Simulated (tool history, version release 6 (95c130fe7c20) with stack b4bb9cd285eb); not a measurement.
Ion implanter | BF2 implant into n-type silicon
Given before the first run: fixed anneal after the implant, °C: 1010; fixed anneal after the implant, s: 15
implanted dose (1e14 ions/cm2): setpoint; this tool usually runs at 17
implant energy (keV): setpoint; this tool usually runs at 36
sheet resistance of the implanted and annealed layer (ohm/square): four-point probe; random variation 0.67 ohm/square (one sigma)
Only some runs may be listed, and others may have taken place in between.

run,hour,implanted dose (1e14 ions/cm2),implant energy (keV),"read-back reference wafer on the same gauge, sheet resistance",sheet resistance of the implanted and annealed layer (ohm/square)
1,0,17,36,132.16,123.1
2,28.5,17,36,131.85,124.57
3,42.6,17,36,131.71,124.48
4,67.4,17,36,131.4,125.42
5,84.9,17,36,131.55,125.24
6,123.1,17,36,131.55,123.64
7,210.8,19.08,40.5,131.39,114.55
8,231.1,19.08,40.5,131.08,115.53
# hour 268.4: extraction supply calibrated
9,268.9,19.08,40.5,131.11,115.9
10,279.3,17,26,130.87,147.86
11,300.9,13.64,32,130.98,138.24
# hour 329.6: gauge calibrated
12,332.4,17,44,133.77,114.65

Run 13, settings as shown, results not yet in. Your forecast:
13,354.6,17,36,?,?

{"run 13": {"read-back reference wafer on the same gauge, sheet resistance": 133.32, "sheet resistance of the implanted and annealed layer (ohm/square)": 125.92}}
Had the tool carried no hidden state, the very same run would have given sheet resistance of the implanted and annealed layer (ohm/square) 126.49.

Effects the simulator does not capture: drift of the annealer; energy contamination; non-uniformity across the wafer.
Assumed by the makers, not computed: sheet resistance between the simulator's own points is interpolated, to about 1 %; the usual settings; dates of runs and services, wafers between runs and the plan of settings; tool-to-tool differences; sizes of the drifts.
